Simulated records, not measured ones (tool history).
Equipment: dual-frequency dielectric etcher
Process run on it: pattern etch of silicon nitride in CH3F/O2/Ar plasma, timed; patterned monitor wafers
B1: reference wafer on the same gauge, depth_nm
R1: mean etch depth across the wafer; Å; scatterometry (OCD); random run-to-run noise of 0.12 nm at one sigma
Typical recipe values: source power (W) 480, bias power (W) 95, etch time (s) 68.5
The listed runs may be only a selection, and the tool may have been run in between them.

Run 1, hour 0.0: usual settings; B1 65.7. Result: R1 573 Å.
Run 2, hour 64.8: usual settings; B1 65.7. Result: R1 572 Å.
Run 3, hour 87.9: usual settings; B1 65.7. Result: R1 575 Å.
Run 4, hour 117.0: usual settings but etch time (s) 61.5; B1 65.7. Result: R1 517 Å.
Run 5, hour 133.0: usual settings but etch time (s) 61.5; B1 65.7. Result: R1 519 Å.
Run 6, hour 148.3: usual settings; B1 65.7. Result: R1 580 Å.
Run 7, hour 171.4: usual settings; B1 65.7. Result: R1 579 Å.
Run 8, hour 185.2: usual settings; B1 65.7. Result: R1 579 Å.
Run 9, hour 211.2: usual settings but etch time (s) 73.5; B1 65.7. Result: R1 620 Å.
Run 10, hour 244.4: usual settings; B1 65.7. Result: R1 579 Å.
At hour 255.5: source power generator calibrated.
At hour 269.3: gauge calibrated.
Run 11, hour 269.8: usual settings but bias power (W) 107, etch time (s) 53.0; B1 65.7. Result: R1 464 Å.
At hour 287.5: bias power generator calibrated.
Run 12, hour 304.3: usual settings; B1 65.7. Result: R1 582 Å.
Run 13, hour 334.6: usual settings; B1 65.7. Result: R1 586 Å.
At hour 361.1: upper electrode replaced.
At hour 361.4: wet clean of the chamber.
Run 14, hour 361.9: usual settings but source power (W) 370; B1 65.7. Result: R1 536 Å.
Run 15, hour 365.7: usual settings but source power (W) 520, bias power (W) 79, etch time (s) 87.5; B1 65.7. Result: R1 713 Å.
Run 16, hour 386.7: usual settings but etch time (s) 73.5; B1 65.7. Result: R1 615 Å.
Run 17, hour 400.2: usual settings but source power (W) 560, bias power (W) 81, etch time (s) 76.0; B1 65.7. Result: R1 636 Å.
Run 18, hour 421.7: usual settings; B1 65.7. Result: R1 572 Å.
Run 19, hour 441.8: usual settings but source power (W) 430, bias power (W) 111, etch time (s) 82.0; B1 65.7. Result: R1 699 Å.
Run 20, hour 457.4: usual settings but source power (W) 570; B1 65.7. Result: R1 601 Å.
Run 21, hour 490.2: usual settings but etch time (s) 61.5; B1 65.6. Result: R1 516 Å.
Run 22, hour 519.3: usual settings but source power (W) 410, etch time (s) 80.0; B1 65.7. Result: R1 649 Å.
Run 23, hour 533.3: usual settings but source power (W) 360, bias power (W) 86; B1 65.7. Result: R1 524 Å.
Run 24, hour 555.4: usual settings but bias power (W) 111, etch time (s) 77.0; B1 65.7. Result: R1 677 Å.
Run 25, hour 602.8: usual settings but etch time (s) 57.5; B1 65.7. Result: R1 485 Å.
Run 26, hour 629.6: usual settings but source power (W) 520, bias power (W) 78, etch time (s) 76.0; B1 65.7. Result: R1 627 Å.
Run 27, hour 647.0: usual settings but source power (W) 560, bias power (W) 87, etch time (s) 53.5; B1 65.7. Result: R1 461 Å.

Each row is a separate what-if for the run after 27, all from the same tool condition, not one after another. Results?
Run A, hour 647.4: usual settings; B1 ?. Result: R1 ?.
Run B, hour 647.4: usual settings but source power (W) 580, etch time (s) 82.5; B1 ?. Result: R1 ?.
Run C, hour 647.4: usual settings but source power (W) 530, bias power (W) 78; B1 ?. Result: R1 ?.
Run D, hour 647.4: usual settings but etch time (s) 62.5; B1 ?. Result: R1 ?.
Run E, hour 647.4: usual settings but source power (W) 560, bias power (W) 82; B1 ?. Result: R1 ?.

run    B1   R1
  A  65.7  583
  B  65.7  738
  C  65.7  569
  D  65.7  532
  E  65.7  585
Stripped of hidden state, with their random variation kept, the same runs would have yielded:
run   R1
  A  573
  B  725
  C  559
  D  523
  E  574

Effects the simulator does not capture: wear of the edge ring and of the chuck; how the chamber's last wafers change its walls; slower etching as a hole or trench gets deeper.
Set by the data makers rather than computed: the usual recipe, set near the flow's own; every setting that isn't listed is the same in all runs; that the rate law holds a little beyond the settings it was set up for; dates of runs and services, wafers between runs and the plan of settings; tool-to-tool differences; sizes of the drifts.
